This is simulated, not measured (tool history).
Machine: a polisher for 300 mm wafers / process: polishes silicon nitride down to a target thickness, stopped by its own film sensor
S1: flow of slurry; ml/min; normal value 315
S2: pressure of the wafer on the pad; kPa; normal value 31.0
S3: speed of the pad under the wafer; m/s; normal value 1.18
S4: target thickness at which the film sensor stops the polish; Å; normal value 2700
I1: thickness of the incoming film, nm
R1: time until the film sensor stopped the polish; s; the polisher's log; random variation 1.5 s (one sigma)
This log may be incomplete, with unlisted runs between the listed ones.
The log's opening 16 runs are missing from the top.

| run | hour | S1 | S2 | S3 | S4 | I1 | R1 |
|---|---|---|---|---|---|---|---|
| 17 | 471.3 | 385 | 36.5 | 1.18 | 2700 | 447.4 | 62.2 |
| 18 | 563.1 | 405 | 31.0 | 1.18 | 2700 | 452.5 | 76.0 |
|  | 579.4 | worn pad replaced by a new one |
| 19 | 579.9 | 315 | 31.0 | 1.18 | 2700 | 450.7 | 73.7 |
| 20 | 608.7 | 315 | 31.0 | 1.18 | 2700 | 452.9 | 76.5 |
|  | 621.0 | slurry nozzle cleaned |
| 21 | 635.6 | 315 | 37.2 | 1.18 | 2700 | 459.0 | 63.6 |
| 22 | 726.4 | 415 | 31.0 | 1.18 | 2230 | 446.2 | 96.0 |
| 23 | 754.2 | 315 | 31.0 | 1.18 | 2700 | 455.9 | 76.0 |
| 24 | 768.6 | 315 | 31.0 | 1.18 | 2700 | 446.6 | 76.2 |
| 25 | 795.5 | 315 | 33.8 | 1.46 | 3070 | 450.2 | 49.1 |
| 26 | 809.9 | 315 | 31.0 | 1.18 | 3190 | 447.2 | 54.3 |
| 27 | 831.3 | 315 | 31.0 | 1.60 | 2180 | 450.0 | 81.0 |
| 28 | 849.3 | 315 | 31.0 | 1.18 | 2700 | 448.2 | 73.7 |
|  | 861.4 | worn pad replaced by a new one |
| 29 | 881.3 | 315 | 31.0 | 1.18 | 2700 | 450.1 | 77.1 |
| 30 | 913.9 | 265 | 31.0 | 1.06 | 3120 | 453.4 | 62.9 |
| 31 | 927.3 | 395 | 20.0 | 1.18 | 2700 | 443.7 | 117.0 |
| 32 | 947.7 | 315 | 31.0 | 1.18 | 2400 | 444.9 | 87.2 |
| 33 | 982.9 | 315 | 37.9 | 0.86 | 2700 | 445.4 | 78.0 |
| 34 | 1004.0 | 415 | 22.8 | 0.92 | 2700 | 446.6 | 118.8 |
| 35 | 1025.4 | 245 | 31.0 | 1.18 | 2700 | 447.8 | 79.3 |
| 36 | 1057.6 | 315 | 20.0 | 0.96 | 2080 | 446.4 | 179.3 |
| 37 | 1081.8 | 415 | 31.0 | 1.18 | 2700 | 455.9 | 79.0 |

Each row is a separate what-if for the run after 37, all from the same tool condition, not one after another. Results?
| A | 1082.2 | 315 | 31.0 | 1.18 | 2700 | 450.1 | ? |
| B | 1082.2 | 315 | 41.4 | 1.60 | 2700 | 450.1 | ? |
| C | 1082.2 | 360 | 22.1 | 1.44 | 2700 | 450.1 | ? |
| D | 1082.2 | 315 | 26.2 | 1.18 | 2700 | 450.1 | ? |

| run | R1 |
|---|---|
| A | 79.4 |
| B | 49.6 |
| C | 98.6 |
| D | 94.1 |
Had the tool no hidden state, the same runs would have come out as:
| run | R1 |
|---|---|
| A | 72.6 |
| B | 45.4 |
| C | 90.2 |
| D | 86.0 |

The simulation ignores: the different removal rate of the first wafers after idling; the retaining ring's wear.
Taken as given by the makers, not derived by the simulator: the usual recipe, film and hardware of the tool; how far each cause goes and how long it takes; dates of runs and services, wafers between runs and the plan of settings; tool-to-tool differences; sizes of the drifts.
